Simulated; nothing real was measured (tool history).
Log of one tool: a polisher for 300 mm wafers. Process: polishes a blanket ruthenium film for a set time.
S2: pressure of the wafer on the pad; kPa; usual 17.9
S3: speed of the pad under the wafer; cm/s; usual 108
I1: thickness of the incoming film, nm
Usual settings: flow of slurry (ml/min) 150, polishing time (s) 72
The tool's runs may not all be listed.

Run 1, day 0: usual settings; I1 398.3. Result: film removed (Å) 1138.
Run 2, day 2.029: usual settings but polishing time (s) 66; I1 399.4. Result: film removed (Å) 1037.
Run 3, day 4.425: usual settings but polishing time (s) 66; I1 398.1. Result: film removed (Å) 1034.
At day 5.992: head pressure recalibrated.
Run 4, day 7.662: usual settings but polishing time (s) 66; I1 401.3. Result: film removed (Å) 1025.
Run 5, day 10.062: usual settings; I1 405.7. Result: film removed (Å) 1133.
Run 6, day 13.425: usual settings; I1 399. Result: film removed (Å) 1109.
At day 13.758: worn pad replaced by a new one.
Run 7, day 15.296: usual settings but S2 16.5 kPa, polishing time (s) 82; I1 399.7. Result: film removed (Å) 1181.
At day 16.954: slurry nozzle cleaned.
Run 8, day 19.742: usual settings but S2 16.5 kPa, polishing time (s) 82; I1 399.2. Result: film removed (Å) 1129.
Run 9, day 21.633: usual settings but S3 82 cm/s; I1 400. Result: film removed (Å) 819.
Run 10, day 23.804: usual settings but S3 82 cm/s; I1 405. Result: film removed (Å) 810.
Run 11, day 27.508: usual settings but flow of slurry (ml/min) 165; I1 403.9. Result: film removed (Å) 1068.
Run 12, day 29.629: usual settings; I1 403.1. Result: film removed (Å) 1038.
At day 31.821: slurry nozzle cleaned, repeated, since the last time left the tool worse.
Run 13, day 32.958: usual settings; I1 399.6. Result: film removed (Å) 1131.
Run 14, day 34.712: usual settings but S3 96 cm/s; I1 402.4. Result: film removed (Å) 1014.
At day 36.333: worn pad replaced by a new one.
Run 15, day 38.592: usual settings but S3 96 cm/s; I1 402.2. Result: film removed (Å) 1010.
Run 16, day 41.475: usual settings but S3 96 cm/s; I1 400.1. Result: film removed (Å) 1024.
At day 41.983: head pressure recalibrated.
Run 17, day 43.467: usual settings; I1 398.5. Result: film removed (Å) 1141.
Run 18, day 51.592: usual settings; I1 392.5. Result: film removed (Å) 1096.
At day 53.475: slurry nozzle cleaned.
Run 19, day 53.496: usual settings but S2 13.8 kPa, S3 118 cm/s; I1 395.3. Result: film removed (Å) 1007.
Run 20, day 55.962: usual settings but flow of slurry (ml/min) 120, polishing time (s) 78; I1 399.3. Result: film removed (Å) 1192.
Run 21, day 60.154: usual settings but S2 11.7 kPa; I1 400.1. Result: film removed (Å) 818.

Run 22 comes next. What will it give?
Run 22, day 62.45: usual settings but flow of slurry (ml/min) 105, S2 20.7 kPa; I1 400.4. Result: film removed (Å) ?.

film removed (Å): 1218
Without the tool's hidden state the same run would have given film removed (Å) 1230.
